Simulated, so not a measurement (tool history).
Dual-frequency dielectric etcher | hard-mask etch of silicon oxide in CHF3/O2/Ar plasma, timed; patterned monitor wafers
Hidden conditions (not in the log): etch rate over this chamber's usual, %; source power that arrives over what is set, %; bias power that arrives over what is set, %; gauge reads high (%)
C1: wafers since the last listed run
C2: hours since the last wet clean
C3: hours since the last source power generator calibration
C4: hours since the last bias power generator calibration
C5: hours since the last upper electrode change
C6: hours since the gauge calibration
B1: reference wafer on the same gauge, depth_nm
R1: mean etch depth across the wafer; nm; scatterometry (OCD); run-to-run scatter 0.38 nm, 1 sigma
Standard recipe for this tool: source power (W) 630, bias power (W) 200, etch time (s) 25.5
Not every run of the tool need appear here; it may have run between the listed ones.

{"run": 1, "day": 0.0, "source power (W)": 630, "bias power (W)": 177, "etch time (s)": 22.0, "C1": 0, "C2": 9.8, "C3": 3001.5, "C4": 1486.4, "C5": 4067.7, "C6": 432.5, "B1": 58.9, "R1": 50.4}
{"run": 2, "day": 0.433, "source power (W)": 630, "bias power (W)": 177, "etch time (s)": 22.0, "C1": 138, "C2": 20.2, "C3": 3011.9, "C4": 1496.8, "C5": 4078.1, "C6": 442.9, "B1": 59.2, "R1": 50.9}
{"run": 3, "day": 0.8, "source power (W)": 630, "bias power (W)": 200, "etch time (s)": 25.5, "C1": 116, "C2": 29.0, "C3": 3020.7, "C4": 1505.6, "C5": 4086.9, "C6": 451.7, "B1": 59.1, "R1": 60.3}
{"run": 4, "day": 1.371, "source power (W)": 630, "bias power (W)": 200, "etch time (s)": 25.5, "C1": 182, "C2": 42.7, "C3": 3034.4, "C4": 1519.3, "C5": 4100.6, "C6": 465.4, "B1": 59.1, "R1": 60.4}
{"day": 2.638, "done": "wet clean of the chamber, repeated, since the last time left the tool worse"}
{"run": 5, "day": 2.658, "source power (W)": 540, "bias power (W)": 200, "etch time (s)": 27.5, "C1": 91, "C2": 0.5, "C3": 3065.3, "C4": 1550.2, "C5": 4131.5, "C6": 496.3, "B1": 59.2, "R1": 55.6}
{"run": 6, "day": 2.671, "source power (W)": 630, "bias power (W)": 200, "etch time (s)": 25.5, "C1": 3, "C2": 0.8, "C3": 3065.6, "C4": 1550.5, "C5": 4131.8, "C6": 496.6, "B1": 59.2, "R1": 56.5}
{"run": 7, "day": 2.762, "source power (W)": 630, "bias power (W)": 200, "etch time (s)": 25.5, "C1": 29, "C2": 3.0, "C3": 3067.8, "C4": 1552.7, "C5": 4134.0, "C6": 498.8, "B1": 59.0, "R1": 57.1}
{"run": 8, "day": 3.146, "source power (W)": 630, "bias power (W)": 200, "etch time (s)": 25.5, "C1": 122, "C2": 12.2, "C3": 3077.0, "C4": 1561.9, "C5": 4143.2, "C6": 508.0, "B1": 59.1, "R1": 57.5}
{"run": 9, "day": 3.588, "source power (W)": 630, "bias power (W)": 200, "etch time (s)": 25.5, "C1": 140, "C2": 22.8, "C3": 3087.6, "C4": 1572.5, "C5": 4153.8, "C6": 518.6, "B1": 59.2, "R1": 57.1}
{"run": 10, "day": 3.842, "source power (W)": 630, "bias power (W)": 232, "etch time (s)": 25.5, "C1": 81, "C2": 28.9, "C3": 3093.7, "C4": 1578.6, "C5": 4159.9, "C6": 524.7, "B1": 59.0, "R1": 60.3}
{"run": 11, "day": 4.5, "source power (W)": 530, "bias power (W)": 164, "etch time (s)": 32.0, "C1": 209, "C2": 44.7, "C3": 3109.5, "C4": 1594.4, "C5": 4175.7, "C6": 540.5, "B1": 59.1, "R1": 59.4}
{"day": 4.712, "done": "gauge calibrated"}
{"run": 12, "day": 4.754, "source power (W)": 630, "bias power (W)": 200, "etch time (s)": 25.5, "C1": 81, "C2": 50.8, "C3": 3115.6, "C4": 1600.5, "C5": 4181.8, "C6": 1.0, "B1": 59.1, "R1": 57.2}
{"run": 13, "day": 5.396, "source power (W)": 630, "bias power (W)": 200, "etch time (s)": 25.5, "C1": 204, "C2": 66.2, "C3": 3131.0, "C4": 1615.9, "C5": 4197.2, "C6": 16.4, "B1": 59.1, "R1": 56.6}
{"run": 14, "day": 6.138, "source power (W)": 630, "bias power (W)": 180, "etch time (s)": 25.5, "C1": 236, "C2": 84.0, "C3": 3148.8, "C4": 1633.7, "C5": 4215.0, "C6": 34.2, "B1": 59.2, "R1": 55.1}
{"day": 6.871, "done": "source power generator calibrated"}
{"day": 7.483, "done": "upper electrode replaced"}
{"run": 15, "day": 7.504, "source power (W)": 560, "bias power (W)": 200, "etch time (s)": 31.0, "C1": 187, "C2": 116.8, "C3": 15.2, "C4": 1666.5, "C5": 0.5, "C6": 67.0, "B1": 59.2, "R1": 64.7}
{"run": 16, "day": 7.521, "source power (W)": 750, "bias power (W)": 165, "etch time (s)": 30.0, "C1": 5, "C2": 117.2, "C3": 15.6, "C4": 1666.9, "C5": 0.9, "C6": 67.4, "B1": 59.1, "R1": 70.2}
{"run": 17, "day": 7.667, "source power (W)": 700, "bias power (W)": 200, "etch time (s)": 31.5, "C1": 46, "C2": 120.7, "C3": 19.1, "C4": 1670.4, "C5": 4.4, "C6": 70.9, "B1": 59.1, "R1": 75.6}
{"run": 18, "day": 7.929, "source power (W)": 520, "bias power (W)": 164, "etch time (s)": 25.5, "C1": 83, "C2": 127.0, "C3": 25.4, "C4": 1676.7, "C5": 10.7, "C6": 77.2, "B1": 59.0, "R1": 47.5}
{"run": 19, "day": 8.525, "source power (W)": 670, "bias power (W)": 179, "etch time (s)": 18.5, "C1": 190, "C2": 141.3, "C3": 39.7, "C4": 1691.0, "C5": 25.0, "C6": 91.5, "B1": 59.2, "R1": 41.0}
{"run": 20, "day": 8.8, "source power (W)": 630, "bias power (W)": 200, "etch time (s)": 25.5, "C1": 87, "C2": 147.9, "C3": 46.3, "C4": 1697.6, "C5": 31.6, "C6": 98.1, "B1": 59.2, "R1": 57.5}
{"day": 9.238, "done": "bias power generator calibrated"}
{"run": 21, "day": 9.279, "source power (W)": 720, "bias power (W)": 239, "etch time (s)": 32.0, "C1": 99, "C2": 159.4, "C3": 57.8, "C4": 1.0, "C5": 43.1, "C6": 109.6, "B1": 59.1, "R1": 82.9}
{"run": 22, "day": 9.746, "source power (W)": 630, "bias power (W)": 173, "etch time (s)": 32.0, "C1": 148, "C2": 170.6, "C3": 69.0, "C4": 12.2, "C5": 54.3, "C6": 120.8, "B1": 59.0, "R1": 69.4}
{"run": 23, "day": 10.296, "source power (W)": 630, "bias power (W)": 200, "etch time (s)": 25.5, "C1": 175, "C2": 183.8, "C3": 82.2, "C4": 25.4, "C5": 67.5, "C6": 134.0, "B1": 59.2, "R1": 56.9}
{"run": 24, "day": 10.629, "source power (W)": 760, "bias power (W)": 200, "etch time (s)": 21.0, "C1": 106, "C2": 191.8, "C3": 90.2, "C4": 33.4, "C5": 75.5, "C6": 142.0, "B1": 59.0, "R1": 52.8}
{"run": 25, "day": 11.808, "source power (W)": 750, "bias power (W)": 200, "etch time (s)": 25.5, "C1": 376, "C2": 220.1, "C3": 118.5, "C4": 61.7, "C5": 103.8, "C6": 170.3, "B1": 59.1, "R1": 64.4}
{"run": 26, "day": 12.492, "source power (W)": 750, "bias power (W)": 200, "etch time (s)": 25.5, "C1": 217, "C2": 236.5, "C3": 134.9, "C4": 78.1, "C5": 120.2, "C6": 186.7, "B1": 59.0, "R1": 64.4}
{"run": 27, "day": 12.896, "source power (W)": 540, "bias power (W)": 200, "etch time (s)": 25.5, "C1": 128, "C2": 246.2, "C3": 144.6, "C4": 87.8, "C5": 129.9, "C6": 196.4, "B1": 59.2, "R1": 52.6}
{"run": 28, "day": 13.221, "source power (W)": 560, "bias power (W)": 174, "etch time (s)": 28.5, "C1": 103, "C2": 254.0, "C3": 152.4, "C4": 95.6, "C5": 137.7, "C6": 204.2, "B1": 59.1, "R1": 57.7}
{"run": 29, "day": 13.829, "source power (W)": 570, "bias power (W)": 153, "etch time (s)": 30.0, "C1": 194, "C2": 268.6, "C3": 167.0, "C4": 110.2, "C5": 152.3, "C6": 218.8, "B1": 59.0, "R1": 58.9}
{"run": 30, "day": 14.317, "source power (W)": 570, "bias power (W)": 154, "etch time (s)": 30.0, "C1": 155, "C2": 280.3, "C3": 178.7, "C4": 121.9, "C5": 164.0, "C6": 230.5, "B1": 59.1, "R1": 59.0}
{"run": 31, "day": 14.708, "source power (W)": 730, "bias power (W)": 200, "etch time (s)": 19.0, "C1": 124, "C2": 289.7, "C3": 188.1, "C4": 131.3, "C5": 173.4, "C6": 239.9, "B1": 59.1, "R1": 47.3}

Alternative continuations, all from the tool just after run 31; predict every row:
{"run": "A", "day": 14.725, "source power (W)": 630, "bias power (W)": 200, "etch time (s)": 25.5, "C1": 5, "C2": 290.1, "C3": 188.5, "C4": 131.7, "C5": 173.8, "C6": 240.3, "B1": "?", "R1": "?"}
{"run": "B", "day": 14.725, "source power (W)": 560, "bias power (W)": 200, "etch time (s)": 30.5, "C1": 5, "C2": 290.1, "C3": 188.5, "C4": 131.7, "C5": 173.8, "C6": 240.3, "B1": "?", "R1": "?"}
{"run": "C", "day": 14.725, "source power (W)": 760, "bias power (W)": 160, "etch time (s)": 19.5, "C1": 5, "C2": 290.1, "C3": 188.5, "C4": 131.7, "C5": 173.8, "C6": 240.3, "B1": "?", "R1": "?"}

run=A B1=59.2 R1=57.7
run=B B1=59.2 R1=64.1
run=C B1=59.2 R1=45.9
The same runs, with their run-to-run variation unchanged, on a tool lacking any hidden condition would have given:
run=A R1=56.6
run=B R1=62.8
run=C R1=45.0

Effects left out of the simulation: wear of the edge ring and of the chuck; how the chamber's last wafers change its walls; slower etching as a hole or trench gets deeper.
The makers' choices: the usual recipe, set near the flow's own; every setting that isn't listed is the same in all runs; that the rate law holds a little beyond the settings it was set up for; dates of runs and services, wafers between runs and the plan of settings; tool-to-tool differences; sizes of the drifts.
